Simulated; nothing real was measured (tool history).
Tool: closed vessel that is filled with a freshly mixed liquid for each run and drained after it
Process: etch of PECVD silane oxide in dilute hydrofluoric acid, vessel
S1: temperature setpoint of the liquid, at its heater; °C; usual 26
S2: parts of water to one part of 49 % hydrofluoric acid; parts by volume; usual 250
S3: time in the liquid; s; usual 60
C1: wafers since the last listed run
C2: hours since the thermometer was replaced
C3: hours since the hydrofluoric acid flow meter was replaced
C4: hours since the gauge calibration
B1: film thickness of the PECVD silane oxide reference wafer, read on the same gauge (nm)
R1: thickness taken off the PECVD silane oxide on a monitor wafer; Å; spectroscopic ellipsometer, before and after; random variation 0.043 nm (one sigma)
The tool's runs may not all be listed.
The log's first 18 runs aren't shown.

Run 19, day 15.962: usual settings but S1 30.5 °C, S3 45 s; C1 2747; C2 3033.1; C3 108.7; C4 229.6; B1 50. Result: R1 77.4 Å.
Run 20, day 16.9: usual settings but S2 305 parts by volume, S3 70 s; C1 3305; C2 3055.6; C3 131.2; C4 252.1; B1 50. Result: R1 79.6 Å.
Run 21, day 17.758: usual settings but S1 30.5 °C, S2 175 parts by volume, S3 75 s; C1 3026; C2 3076.2; C3 151.8; C4 272.7; B1 50. Result: R1 201.3 Å.
Run 22, day 18.942: usual settings but S1 24.5 °C, S2 330 parts by volume; C1 4172; C2 3104.6; C3 180.2; C4 301.1; B1 49.99. Result: R1 58.7 Å.
At day 19.692: thermometer replaced.
Run 23, day 19.771: usual settings but S1 22 °C, S2 325 parts by volume; C1 2776; C2 1.9; C3 200.1; C4 321; B1 49.98. Result: R1 60.9 Å.
Run 24, day 20.412: usual settings; C1 2262; C2 17.3; C3 215.5; C4 336.4; B1 50.02. Result: R1 97.9 Å.
Run 25, day 21.854: usual settings but S1 31 °C, S2 335 parts by volume; C1 5083; C2 51.9; C3 250.1; C4 371; B1 50.02. Result: R1 78.7 Å.
Run 26, day 22.554: usual settings but S1 24 °C, S2 320 parts by volume, S3 30 s; C1 2468; C2 68.7; C3 266.9; C4 387.8; B1 50. Result: R1 33.3 Å.
Run 27, day 23.438: usual settings; C1 3114; C2 89.9; C3 288.1; C4 409; B1 49.98. Result: R1 97.4 Å.
Run 28, day 24.492: usual settings but S1 28.5 °C, S2 200 parts by volume, S3 75 s; C1 3717; C2 115.2; C3 313.4; C4 434.3; B1 49.99. Result: R1 178.2 Å.
Run 29, day 25.783: usual settings but S1 23.5 °C, S2 160 parts by volume, S3 40 s; C1 4554; C2 146.2; C3 344.4; C4 465.3; B1 49.98. Result: R1 102.5 Å.
Run 30, day 26.95: usual settings; C1 4113; C2 174.2; C3 372.4; C4 493.3; B1 49.98. Result: R1 97.7 Å.
Run 31, day 27.975: usual settings; C1 3614; C2 198.8; C3 397; C4 517.9; B1 50.01. Result: R1 98.3 Å.
Run 32, day 29.2: usual settings; C1 4319; C2 228.2; C3 426.4; C4 547.3; B1 49.99. Result: R1 97.2 Å.

5 ways to go on from here, each from the tool as it stands after run 32. What would each give?
Run A, day 29.229: usual settings; C1 102; C2 228.9; C3 427.1; C4 548; B1 ?. Result: R1 ?.
Run B, day 29.229: usual settings but S1 22 °C, S2 130 parts by volume, S3 35 s; C1 102; C2 228.9; C3 427.1; C4 548; B1 ?. Result: R1 ?.
Run C, day 29.229: usual settings but S3 35 s; C1 102; C2 228.9; C3 427.1; C4 548; B1 ?. Result: R1 ?.
Run D, day 29.229: usual settings but S1 30.5 °C, S2 330 parts by volume, S3 40 s; C1 102; C2 228.9; C3 427.1; C4 548; B1 ?. Result: R1 ?.
Run E, day 29.229: usual settings but S1 23 °C, S2 355 parts by volume; C1 102; C2 228.9; C3 427.1; C4 548; B1 ?. Result: R1 ?.

run     B1     R1
  A  49.99   97.7
  B  49.99  107.6
  C  49.99     57
  D  49.99   52.6
  E  49.99     56
Without the tool's hidden state the same runs would have given:
run     R1
  A   98.5
  B  108.5
  C   57.4
  D     53
  E   56.4
